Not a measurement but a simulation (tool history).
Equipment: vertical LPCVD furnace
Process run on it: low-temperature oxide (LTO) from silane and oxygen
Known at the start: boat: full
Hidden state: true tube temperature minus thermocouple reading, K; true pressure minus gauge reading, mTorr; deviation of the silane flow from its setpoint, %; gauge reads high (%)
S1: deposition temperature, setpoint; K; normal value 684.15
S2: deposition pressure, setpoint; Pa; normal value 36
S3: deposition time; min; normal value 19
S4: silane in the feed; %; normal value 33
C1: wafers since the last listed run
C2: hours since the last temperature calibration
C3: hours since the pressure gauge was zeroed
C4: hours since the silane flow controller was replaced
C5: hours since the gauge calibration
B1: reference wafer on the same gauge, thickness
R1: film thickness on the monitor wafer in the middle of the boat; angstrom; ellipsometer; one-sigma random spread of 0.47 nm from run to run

{"run": 1, "day": 0.0, "S1": 684.15, "S2": 36, "S3": 19, "S4": 33, "C1": 0, "C2": 4085.9, "C3": 4017.8, "C4": 5722.2, "C5": 567.4, "B1": 205.92, "R1": 2074.8}
{"run": 2, "day": 0.792, "S1": 684.15, "S2": 36, "S3": 19, "S4": 33, "C1": 245, "C2": 4104.9, "C3": 4036.8, "C4": 5741.2, "C5": 586.4, "B1": 205.89, "R1": 2079.1}
{"run": 3, "day": 1.333, "S1": 684.15, "S2": 36, "S3": 19, "S4": 33, "C1": 167, "C2": 4117.9, "C3": 4049.8, "C4": 5754.2, "C5": 599.4, "B1": 206.07, "R1": 2073.5}
{"run": 4, "day": 2.5, "S1": 684.15, "S2": 36, "S3": 19, "S4": 36, "C1": 361, "C2": 4145.9, "C3": 4077.8, "C4": 5782.2, "C5": 627.4, "B1": 205.97, "R1": 2322.2}
{"day": 3.371, "done": "gauge calibrated"}
{"run": 5, "day": 3.404, "S1": 684.15, "S2": 36, "S3": 19, "S4": 36, "C1": 280, "C2": 4167.6, "C3": 4099.5, "C4": 5803.9, "C5": 0.8, "B1": 206.13, "R1": 2315.9}
{"day": 4.688, "done": "thermocouples replaced and temperature profile calibrated"}
{"run": 6, "day": 4.708, "S1": 684.15, "S2": 36, "S3": 19, "S4": 33, "C1": 94, "C2": 0.5, "C3": 4130.8, "C4": 5835.2, "C5": 32.1, "B1": 205.89, "R1": 1979.2}
{"run": 7, "day": 5.838, "S1": 690.15, "S2": 32, "S3": 19, "S4": 33, "C1": 349, "C2": 27.6, "C3": 4157.9, "C4": 5862.3, "C5": 59.2, "B1": 205.87, "R1": 1886.1}
{"day": 6.904, "done": "silane flow controller replaced"}
{"run": 8, "day": 6.917, "S1": 690.15, "S2": 32, "S3": 19, "S4": 33, "C1": 24, "C2": 53.5, "C3": 4183.8, "C4": 0.3, "C5": 85.1, "B1": 206.12, "R1": 1884.2}
{"run": 9, "day": 8.108, "S1": 690.15, "S2": 32, "S3": 19, "S4": 33, "C1": 369, "C2": 82.1, "C3": 4212.4, "C4": 28.9, "C5": 113.7, "B1": 205.85, "R1": 1891.3}
{"day": 11.162, "done": "pressure gauge zeroed"}
{"run": 10, "day": 12.438, "S1": 684.15, "S2": 36, "S3": 19, "S4": 33, "C1": 1031, "C2": 186, "C3": 30.6, "C4": 132.8, "C5": 217.6, "B1": 206.12, "R1": 1989.1}
{"run": 11, "day": 13.717, "S1": 684.15, "S2": 36, "S3": 19, "S4": 33, "C1": 396, "C2": 216.7, "C3": 61.3, "C4": 163.5, "C5": 248.3, "B1": 205.9, "R1": 1992}
{"run": 12, "day": 14.383, "S1": 684.15, "S2": 36, "S3": 19, "S4": 33, "C1": 206, "C2": 232.7, "C3": 77.3, "C4": 179.5, "C5": 264.3, "B1": 205.92, "R1": 1996}
{"run": 13, "day": 14.908, "S1": 684.15, "S2": 36, "S3": 19, "S4": 33, "C1": 162, "C2": 245.3, "C3": 89.9, "C4": 192.1, "C5": 276.9, "B1": 206.02, "R1": 1998.2}
{"run": 14, "day": 15.433, "S1": 692.15, "S2": 36, "S3": 19, "S4": 29, "C1": 162, "C2": 257.9, "C3": 102.5, "C4": 204.7, "C5": 289.5, "B1": 206.06, "R1": 1827.4}
{"run": 15, "day": 16.688, "S1": 684.15, "S2": 28.7, "S3": 19, "S4": 33, "C1": 388, "C2": 288, "C3": 132.6, "C4": 234.8, "C5": 319.6, "B1": 205.88, "R1": 1593.6}
{"run": 16, "day": 18.171, "S1": 684.15, "S2": 36, "S3": 19, "S4": 33, "C1": 459, "C2": 323.6, "C3": 168.2, "C4": 270.4, "C5": 355.2, "B1": 205.79, "R1": 2002}
{"run": 17, "day": 18.938, "S1": 684.15, "S2": 36, "S3": 19, "S4": 33, "C1": 237, "C2": 342, "C3": 186.6, "C4": 288.8, "C5": 373.6, "B1": 206.14, "R1": 2002.4}
{"run": 18, "day": 19.558, "S1": 677.15, "S2": 32, "S3": 19, "S4": 39, "C1": 192, "C2": 356.9, "C3": 201.5, "C4": 303.7, "C5": 388.5, "B1": 206.28, "R1": 2039.2}
{"run": 19, "day": 20.933, "S1": 689.15, "S2": 42, "S3": 19, "S4": 33, "C1": 425, "C2": 389.9, "C3": 234.5, "C4": 336.7, "C5": 421.5, "B1": 206.11, "R1": 2466.7}
{"run": 20, "day": 22.208, "S1": 684.15, "S2": 32.7, "S3": 19, "S4": 27, "C1": 394, "C2": 420.5, "C3": 265.1, "C4": 367.3, "C5": 452.1, "B1": 205.95, "R1": 1365.5}
{"run": 21, "day": 22.742, "S1": 690.15, "S2": 39.3, "S3": 14, "S4": 33, "C1": 165, "C2": 433.3, "C3": 277.9, "C4": 380.1, "C5": 464.9, "B1": 205.84, "R1": 1732.8}
{"run": 22, "day": 23.996, "S1": 694.15, "S2": 42.7, "S3": 19, "S4": 33, "C1": 388, "C2": 463.4, "C3": 308, "C4": 410.2, "C5": 495, "B1": 206.1, "R1": 2657.6}
{"run": 23, "day": 24.6, "S1": 689.15, "S2": 41.3, "S3": 23, "S4": 33, "C1": 187, "C2": 477.9, "C3": 322.5, "C4": 424.7, "C5": 509.5, "B1": 205.99, "R1": 2948.8}
{"run": 24, "day": 25.988, "S1": 684.15, "S2": 33.3, "S3": 17, "S4": 33, "C1": 429, "C2": 511.2, "C3": 355.8, "C4": 458, "C5": 542.8, "B1": 205.87, "R1": 1668.8}
{"run": 25, "day": 27.275, "S1": 679.15, "S2": 36, "S3": 19, "S4": 33, "C1": 398, "C2": 542.1, "C3": 386.7, "C4": 488.9, "C5": 573.7, "B1": 206.19, "R1": 1897.5}
{"run": 26, "day": 28.083, "S1": 678.15, "S2": 44, "S3": 15, "S4": 33, "C1": 250, "C2": 561.5, "C3": 406.1, "C4": 508.3, "C5": 593.1, "B1": 206.12, "R1": 1815.5}
{"run": 27, "day": 28.604, "S1": 684.15, "S2": 36, "S3": 19, "S4": 33, "C1": 161, "C2": 574, "C3": 418.6, "C4": 520.8, "C5": 605.6, "B1": 206.03, "R1": 2024.3}
{"run": 28, "day": 29.821, "S1": 684.15, "S2": 30.7, "S3": 23.5, "S4": 33, "C1": 376, "C2": 603.2, "C3": 447.8, "C4": 550, "C5": 634.8, "B1": 205.93, "R1": 2123}
{"run": 29, "day": 30.546, "S1": 696.15, "S2": 36, "S3": 19, "S4": 33, "C1": 224, "C2": 620.6, "C3": 465.2, "C4": 567.4, "C5": 652.2, "B1": 206.05, "R1": 2295.9}
{"run": 30, "day": 31.062, "S1": 673.15, "S2": 28.7, "S3": 26.5, "S4": 35, "C1": 160, "C2": 633, "C3": 477.6, "C4": 579.8, "C5": 664.6, "B1": 206.16, "R1": 2141.2}

Branching from run 30: 5 alternative next runs. What would each branch give?
{"run": "A", "day": 31.258, "S1": 684.15, "S2": 36, "S3": 19, "S4": 33, "C1": 60, "C2": 637.7, "C3": 482.3, "C4": 584.5, "C5": 669.3, "B1": "?", "R1": "?"}
{"run": "B", "day": 31.258, "S1": 684.15, "S2": 41.3, "S3": 19, "S4": 30, "C1": 60, "C2": 637.7, "C3": 482.3, "C4": 584.5, "C5": 669.3, "B1": "?", "R1": "?"}
{"run": "C", "day": 31.258, "S1": 684.15, "S2": 43.3, "S3": 19, "S4": 39, "C1": 60, "C2": 637.7, "C3": 482.3, "C4": 584.5, "C5": 669.3, "B1": "?", "R1": "?"}
{"run": "D", "day": 31.258, "S1": 684.15, "S2": 36, "S3": 16.5, "S4": 33, "C1": 60, "C2": 637.7, "C3": 482.3, "C4": 584.5, "C5": 669.3, "B1": "?", "R1": "?"}
{"run": "E", "day": 31.258, "S1": 684.15, "S2": 41.3, "S3": 19, "S4": 28, "C1": 60, "C2": 637.7, "C3": 482.3, "C4": 584.5, "C5": 669.3, "B1": "?", "R1": "?"}

run=A B1=205.91 R1=2014.7
run=B B1=205.91 R1=2025.8
run=C B1=205.91 R1=2998.3
run=D B1=205.91 R1=1749.6
run=E B1=205.91 R1=1832.5
Take away the tool's hidden state, keep each run's random variation, and the runs would have read:
run=A R1=1978.6
run=B R1=1988.7
run=C R1=2947.1
run=D R1=1718.3
run=E R1=1798.4
